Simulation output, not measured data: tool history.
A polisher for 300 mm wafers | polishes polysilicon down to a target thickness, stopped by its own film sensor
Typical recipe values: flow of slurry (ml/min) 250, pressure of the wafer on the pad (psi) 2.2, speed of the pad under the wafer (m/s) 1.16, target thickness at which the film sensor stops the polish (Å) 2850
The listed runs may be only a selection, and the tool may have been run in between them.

run,hour,flow of slurry (ml/min),pressure of the wafer on the pad (psi),speed of the pad under the wafer (m/s),target thickness at which the film sensor stops the polish (Å),wafers since the last listed run,wafers polished on this pad,hours since the slurry nozzle was cleaned,hours since the head pressure was calibrated,"incoming thickness of the incoming film, nm",time until the film sensor stopped the polish (s)
1,0.0,250,2.2,1.16,2850,0,431,21.0,853.7,777.1,65.6
# hour 87.5: worn pad replaced by a new one
2,99.7,250,2.2,1.16,2850,869,110,120.7,953.4,784.3,67.7
3,113.8,250,2.2,1.16,2850,128,238,134.8,967.5,771.5,66.2
4,138.7,250,2.2,1.16,2850,226,464,159.7,992.4,778.8,66.8
5,173.4,280,2.2,1.16,2100,315,779,194.4,1027.1,775.9,75.5
# hour 197.0: head pressure recalibrated
6,200.3,280,2.2,1.16,2100,226,1006,221.3,3.3,783.4,77.1
7,212.3,280,2.2,1.16,2100,108,1115,233.3,15.3,777.3,76.6
# hour 217.5: worn pad replaced by a new one
8,236.1,250,2.2,1.16,2850,179,168,257.1,39.1,777.0,66.9
9,260.8,250,2.2,1.16,2850,224,393,281.8,63.8,792.3,69.1
10,290.1,250,2.2,1.16,2850,266,659,311.1,93.1,771.4,67.0
11,306.3,250,2.2,1.16,2850,147,806,327.3,109.3,776.0,65.6
12,322.1,250,2.2,1.16,2850,143,950,343.1,125.1,782.2,68.4
13,347.1,250,2.2,1.16,2850,227,1177,368.1,150.1,781.5,67.8
# hour 369.8: worn pad replaced by a new one
14,380.9,250,2.2,1.16,2850,270,100,401.9,183.9,782.3,68.1
15,400.5,250,2.2,1.16,2850,178,278,421.5,203.5,771.9,65.6
16,431.9,185,2.0,1.48,3780,285,564,452.9,234.9,781.2,48.8
17,462.3,250,2.2,0.78,4400,276,840,483.3,265.3,787.8,71.5
# hour 481.2: slurry nozzle cleaned
18,487.1,250,2.2,1.16,2850,216,1056,5.9,290.1,770.1,67.1
19,521.6,250,2.2,0.98,2850,313,1369,40.4,324.6,774.2,79.3
# hour 527.7: worn pad replaced by a new one
20,551.6,225,2.0,1.40,1280,236,216,70.4,354.6,771.4,80.5
21,571.1,175,1.4,1.16,4020,177,394,89.9,374.1,780.7,86.7
22,603.4,250,2.2,1.16,2850,293,687,122.2,406.4,786.4,68.0
23,635.2,175,3.0,0.90,2130,288,976,154.0,438.2,763.4,75.3
24,653.9,175,2.2,1.46,2850,169,1146,172.7,456.9,777.4,56.0

Consider 4 possible next runs. They are alternatives, not a sequence: every one starts from the tool as it was left by run 24. What does each give?
A,654.3,250,2.2,1.16,2850,3,1149,173.1,457.3,783.5,?
B,654.3,210,2.9,1.16,3290,3,1149,173.1,457.3,783.5,?
C,654.3,315,2.2,0.80,1810,3,1149,173.1,457.3,783.5,?
D,654.3,250,1.9,1.16,4000,3,1149,173.1,457.3,783.5,?

run,time until the film sensor stopped the polish (s)
A,67.8
B,48.0
C,116.0
D,60.4
Without the tool's hidden state the same runs would have given:
run,time until the film sensor stopped the polish (s)
A,67.8
B,48.0
C,116.0
D,60.4
